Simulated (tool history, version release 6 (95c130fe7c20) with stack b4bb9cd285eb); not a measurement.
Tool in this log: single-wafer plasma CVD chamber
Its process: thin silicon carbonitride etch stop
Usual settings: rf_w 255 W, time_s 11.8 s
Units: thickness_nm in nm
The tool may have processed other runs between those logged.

run	hour	rf_w	time_s	read-back reference wafer on the same gauge, thickness_nm	thickness_nm
1	0	240	11.8	6.131	6.506
2	65	240	11.8	6.131	6.524
3	131.4	240	11.8	6.127	6.531
4	169.6	255	11.8	6.131	6.708
5	210.3	255	11.8	6.126	6.717
6	248.9	255	11.8	6.132	6.697
7	350.8	255	11.8	6.135	6.678
8	394.5	285	11.8	6.125	6.968
9	450.5	285	11.8	6.129	7.01
10	503.9	285	11.8	6.132	6.978
11	557.5	255	11.8	6.131	6.672
12	624.8	255	12.6	6.133	7.157
13	694.4	255	12.6	6.129	7.132
# hour 728.9: RF generator calibrated
14	735.6	255	11.8	6.132	6.754
15	806.4	255	11.8	6.13	6.744
16	852.8	280	9.7	6.127	5.759
17	907.7	255	11.8	6.129	6.728
18	965.2	255	11.8	6.128	6.735
# hour 1027.4: gauge calibrated
19	1036.1	210	10.1	6.13	5.292
20	1072.9	255	11.8	6.128	6.718
21	1097.9	255	11.8	6.131	6.729
22	1134	205	13.2	6.128	6.844
23	1162.9	220	12.7	6.13	6.803
24	1211.3	280	10.7	6.13	6.327
# hour 1263.9: thermocouple changed; heater temperature recalibrated
# hour 1375.1: showerhead replaced
25	1409.4	270	10.3	6.129	6.002
26	1473.8	255	9.7	6.133	5.524
27	1520.2	285	10.2	6.132	6.043
28	1581.2	255	13	6.133	7.375
29	1617.7	255	12.6	6.131	7.148
30	1683.9	235	11.8	6.126	6.465
31	1740.5	230	12.6	6.131	6.843

List, for all runs, the conditions of the tool that the log does not record:
wafer temperature above the value expected at the setpoint (K): 0 at every run
gauge reads high (%): 0 at every run
H1: delivered RF power above the setpoint (%)
run	H1
1	-2.77
2	-2.8
3	-2.83
4	-2.84
5	-2.86
6	-2.87
7	-2.9
8	-2.91
9	-2.93
10	-2.94
11	-2.95
12	-2.97
13	-2.98
14	-0.649
15	-0.926
16	-1.09
17	-1.28
18	-1.45
19	-1.65
20	-1.75
21	-1.81
22	-1.89
23	-1.96
24	-2.06
25	-2.41
26	-2.51
27	-2.57
28	-2.64
29	-2.69
30	-2.76
31	-2.81

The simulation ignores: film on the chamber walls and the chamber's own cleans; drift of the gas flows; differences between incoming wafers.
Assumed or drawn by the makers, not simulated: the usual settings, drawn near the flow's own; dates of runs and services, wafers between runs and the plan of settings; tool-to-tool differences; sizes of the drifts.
